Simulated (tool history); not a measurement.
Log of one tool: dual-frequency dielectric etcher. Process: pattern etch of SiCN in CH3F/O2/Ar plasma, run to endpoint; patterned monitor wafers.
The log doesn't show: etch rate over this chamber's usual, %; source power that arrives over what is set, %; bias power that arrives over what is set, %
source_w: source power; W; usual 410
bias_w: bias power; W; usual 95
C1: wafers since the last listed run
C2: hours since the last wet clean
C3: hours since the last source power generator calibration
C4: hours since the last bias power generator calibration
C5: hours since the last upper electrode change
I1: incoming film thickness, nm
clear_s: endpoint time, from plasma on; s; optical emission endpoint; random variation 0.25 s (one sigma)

{"run": 1, "hour": 0.0, "source_w": 410, "bias_w": 95, "C1": 0, "C2": 78.2, "C3": 2276.9, "C4": 602.9, "C5": 4836.2, "I1": 13.09, "clear_s": 29.2}
{"run": 2, "hour": 44.0, "source_w": 410, "bias_w": 95, "C1": 380, "C2": 122.2, "C3": 2320.9, "C4": 646.9, "C5": 4880.2, "I1": 13.12, "clear_s": 29}
{"run": 3, "hour": 112.0, "source_w": 410, "bias_w": 95, "C1": 587, "C2": 190.2, "C3": 2388.9, "C4": 714.9, "C5": 4948.2, "I1": 12.98, "clear_s": 29.5}
{"run": 4, "hour": 371.5, "source_w": 410, "bias_w": 95, "C1": 2241, "C2": 449.7, "C3": 2648.4, "C4": 974.4, "C5": 5207.7, "I1": 13.13, "clear_s": 29.3}
{"run": 5, "hour": 432.8, "source_w": 370, "bias_w": 95, "C1": 529, "C2": 511, "C3": 2709.7, "C4": 1035.7, "C5": 5269, "I1": 13.03, "clear_s": 31.2}
{"hour": 476.2, "done": "wet clean of the chamber"}
{"run": 6, "hour": 503.3, "source_w": 410, "bias_w": 95, "C1": 401, "C2": 27.1, "C3": 2780.2, "C4": 1106.2, "C5": 5339.5, "I1": 13.09, "clear_s": 29.4}
{"run": 7, "hour": 590.1, "source_w": 410, "bias_w": 95, "C1": 749, "C2": 113.9, "C3": 2867, "C4": 1193, "C5": 5426.3, "I1": 13.2, "clear_s": 29.8}
{"run": 8, "hour": 661.9, "source_w": 410, "bias_w": 95, "C1": 620, "C2": 185.7, "C3": 2938.8, "C4": 1264.8, "C5": 5498.1, "I1": 12.95, "clear_s": 28.6}
{"run": 9, "hour": 747.1, "source_w": 410, "bias_w": 95, "C1": 735, "C2": 270.9, "C3": 3024, "C4": 1350, "C5": 5583.3, "I1": 13.15, "clear_s": 29.9}
{"hour": 797.7, "done": "bias power generator calibrated"}
{"run": 10, "hour": 831.2, "source_w": 410, "bias_w": 95, "C1": 691, "C2": 355, "C3": 3108.1, "C4": 33.5, "C5": 5667.4, "I1": 13.13, "clear_s": 29}
{"run": 11, "hour": 930.8, "source_w": 410, "bias_w": 95, "C1": 860, "C2": 454.6, "C3": 3207.7, "C4": 133.1, "C5": 5767, "I1": 13.18, "clear_s": 29.8}
{"hour": 977.9, "done": "wet clean of the chamber"}
{"run": 12, "hour": 1024.5, "source_w": 410, "bias_w": 95, "C1": 602, "C2": 46.6, "C3": 3301.4, "C4": 226.8, "C5": 5860.7, "I1": 13.21, "clear_s": 29.8}
{"hour": 1083.6, "done": "upper electrode replaced"}
{"run": 13, "hour": 1109.4, "source_w": 410, "bias_w": 95, "C1": 526, "C2": 131.5, "C3": 3386.3, "C4": 311.7, "C5": 25.8, "I1": 13.04, "clear_s": 29.7}
{"hour": 1146.3, "done": "source power generator calibrated"}
{"run": 14, "hour": 1149.1, "source_w": 490, "bias_w": 79, "C1": 308, "C2": 171.2, "C3": 2.8, "C4": 351.4, "C5": 65.5, "I1": 13.08, "clear_s": 29.5}
{"run": 15, "hour": 1209.0, "source_w": 370, "bias_w": 80, "C1": 517, "C2": 231.1, "C3": 62.7, "C4": 411.3, "C5": 125.4, "I1": 13.14, "clear_s": 33.4}
{"run": 16, "hour": 1295.2, "source_w": 410, "bias_w": 95, "C1": 744, "C2": 317.3, "C3": 148.9, "C4": 497.5, "C5": 211.6, "I1": 13.06, "clear_s": 29.4}
{"run": 17, "hour": 1341.2, "source_w": 410, "bias_w": 95, "C1": 397, "C2": 363.3, "C3": 194.9, "C4": 543.5, "C5": 257.6, "I1": 13.01, "clear_s": 29.5}
{"run": 18, "hour": 1415.4, "source_w": 410, "bias_w": 118, "C1": 640, "C2": 437.5, "C3": 269.1, "C4": 617.7, "C5": 331.8, "I1": 13.21, "clear_s": 27.1}
{"hour": 1483.3, "done": "wet clean of the chamber"}
{"run": 19, "hour": 1516.2, "source_w": 460, "bias_w": 110, "C1": 663, "C2": 32.9, "C3": 369.9, "C4": 718.5, "C5": 432.6, "I1": 13.09, "clear_s": 26}
{"run": 20, "hour": 1602.5, "source_w": 410, "bias_w": 95, "C1": 745, "C2": 119.2, "C3": 456.2, "C4": 804.8, "C5": 518.9, "I1": 13, "clear_s": 29.2}
{"run": 21, "hour": 1680.9, "source_w": 490, "bias_w": 76, "C1": 677, "C2": 197.6, "C3": 534.6, "C4": 883.2, "C5": 597.3, "I1": 13.14, "clear_s": 29.8}
{"run": 22, "hour": 1755.3, "source_w": 460, "bias_w": 105, "C1": 642, "C2": 272, "C3": 609, "C4": 957.6, "C5": 671.7, "I1": 13.12, "clear_s": 26.5}
{"run": 23, "hour": 1803.4, "source_w": 410, "bias_w": 77, "C1": 415, "C2": 320.1, "C3": 657.1, "C4": 1005.7, "C5": 719.8, "I1": 13.04, "clear_s": 32.4}
{"run": 24, "hour": 1876.0, "source_w": 320, "bias_w": 77, "C1": 627, "C2": 392.7, "C3": 729.7, "C4": 1078.3, "C5": 792.4, "I1": 13.02, "clear_s": 36.3}
{"run": 25, "hour": 2032.6, "source_w": 410, "bias_w": 95, "C1": 1352, "C2": 549.3, "C3": 886.3, "C4": 1234.9, "C5": 949, "I1": 13.14, "clear_s": 29.6}
{"hour": 2105.5, "done": "wet clean of the chamber"}
{"run": 26, "hour": 2115.4, "source_w": 410, "bias_w": 86, "C1": 507, "C2": 9.9, "C3": 969.1, "C4": 1317.7, "C5": 1031.8, "I1": 13.1, "clear_s": 30.7}

3 ways to go on from here, each from the tool as it stands after run 26. What would each give?
{"run": "A", "hour": 2115.8, "source_w": 410, "bias_w": 95, "C1": 3, "C2": 10.3, "C3": 969.5, "C4": 1318.1, "C5": 1032.2, "I1": 13.19, "clear_s": "?"}
{"run": "B", "hour": 2115.8, "source_w": 500, "bias_w": 95, "C1": 3, "C2": 10.3, "C3": 969.5, "C4": 1318.1, "C5": 1032.2, "I1": 13.19, "clear_s": "?"}
{"run": "C", "hour": 2115.8, "source_w": 370, "bias_w": 107, "C1": 3, "C2": 10.3, "C3": 969.5, "C4": 1318.1, "C5": 1032.2, "I1": 13.19, "clear_s": "?"}

run=A clear_s=29.8
run=B clear_s=27
run=C clear_s=29.7
Without the tool's hidden state the same runs would have given:
run=A clear_s=29.8
run=B clear_s=27
run=C clear_s=29.7
